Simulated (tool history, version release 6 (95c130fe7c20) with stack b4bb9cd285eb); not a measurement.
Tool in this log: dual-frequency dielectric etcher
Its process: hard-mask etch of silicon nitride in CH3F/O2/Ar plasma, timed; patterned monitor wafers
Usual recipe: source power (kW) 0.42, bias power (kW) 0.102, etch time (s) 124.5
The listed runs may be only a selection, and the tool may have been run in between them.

| run | hour | source power (kW) | bias power (kW) | etch time (s) | read-back reference wafer on the same gauge, depth_nm | mean etch depth across the wafer (angstrom) |
|---|---|---|---|---|---|---|
| 1 | 0 | 0.42 | 0.102 | 124.5 | 121.9 | 1055 |
| 2 | 44.1 | 0.42 | 0.102 | 124.5 | 122 | 1055 |
| 3 | 100.2 | 0.45 | 0.102 | 124.5 | 122.1 | 1091 |
| 4 | 161.9 | 0.45 | 0.102 | 124.5 | 122.1 | 1093 |
|  | 238.2 | wet clean of the chamber |
| 5 | 238.7 | 0.45 | 0.102 | 124.5 | 121.9 | 1067 |
| 6 | 294.7 | 0.42 | 0.102 | 124.5 | 122 | 1047 |
|  | 321.6 | source power generator calibrated |
| 7 | 342.1 | 0.42 | 0.102 | 105.5 | 122 | 878 |
| 8 | 406.9 | 0.42 | 0.102 | 105.5 | 122 | 877 |
| 9 | 459.7 | 0.42 | 0.102 | 124.5 | 122 | 1042 |
| 10 | 493.8 | 0.42 | 0.121 | 140.5 | 122 | 1252 |
|  | 652.4 | wet clean of the chamber |
| 11 | 652.9 | 0.42 | 0.084 | 110.5 | 122 | 855 |
| 12 | 665.3 | 0.52 | 0.118 | 124.5 | 122 | 1180 |
| 13 | 721.5 | 0.42 | 0.102 | 124.5 | 122 | 1035 |
|  | 724.1 | gauge calibrated |
| 14 | 758.2 | 0.39 | 0.102 | 105 | 122.1 | 858 |
|  | 765.6 | bias power generator calibrated |
| 15 | 821.1 | 0.42 | 0.084 | 110.5 | 122 | 863 |
| 16 | 864.5 | 0.34 | 0.102 | 124.5 | 122 | 976 |
| 17 | 908.7 | 0.47 | 0.102 | 157.5 | 122 | 1380 |
| 18 | 970.7 | 0.45 | 0.102 | 103.5 | 122.1 | 897 |
| 19 | 1029.4 | 0.42 | 0.102 | 124.5 | 122 | 1055 |
|  | 1080.6 | wet clean of the chamber |
| 20 | 1096.6 | 0.42 | 0.102 | 124.5 | 121.9 | 1033 |
| 21 | 1139.2 | 0.42 | 0.102 | 89 | 122.1 | 740 |
|  | 1169.5 | upper electrode replaced |
| 22 | 1171.4 | 0.46 | 0.116 | 113 | 122 | 1014 |
| 23 | 1212.3 | 0.48 | 0.102 | 88.5 | 122 | 771 |
| 24 | 1265.8 | 0.35 | 0.102 | 124.5 | 122.1 | 976 |
| 25 | 1298.3 | 0.47 | 0.109 | 144.5 | 122 | 1289 |
| 26 | 1354.2 | 0.32 | 0.094 | 90.5 | 122 | 675 |
| 27 | 1422.6 | 0.45 | 0.09 | 95 | 121.9 | 786 |
|  | 1483.4 | wet clean of the chamber |
| 28 | 1628 | 0.32 | 0.083 | 98 | 121.9 | 694 |

Forecast each of these 5 alternatives for the next run:
| A | 1628.5 | 0.42 | 0.102 | 124.5 | ? | ? |
| B | 1628.5 | 0.42 | 0.102 | 98.5 | ? | ? |
| C | 1628.5 | 0.37 | 0.102 | 105 | ? | ? |
| D | 1628.5 | 0.42 | 0.122 | 124.5 | ? | ? |
| E | 1628.5 | 0.35 | 0.102 | 104 | ? | ? |

| run | read-back reference wafer on the same gauge, depth_nm | mean etch depth across the wafer (angstrom) |
|---|---|---|
| A | 122.1 | 1047 |
| B | 122.1 | 828 |
| C | 122.1 | 846 |
| D | 122.1 | 1119 |
| E | 122.1 | 822 |
Take away the tool's hidden state, keep each run's random variation, and the runs would have read:
| run | mean etch depth across the wafer (angstrom) |
|---|---|
| A | 1032 |
| B | 817 |
| C | 834 |
| D | 1103 |
| E | 810 |
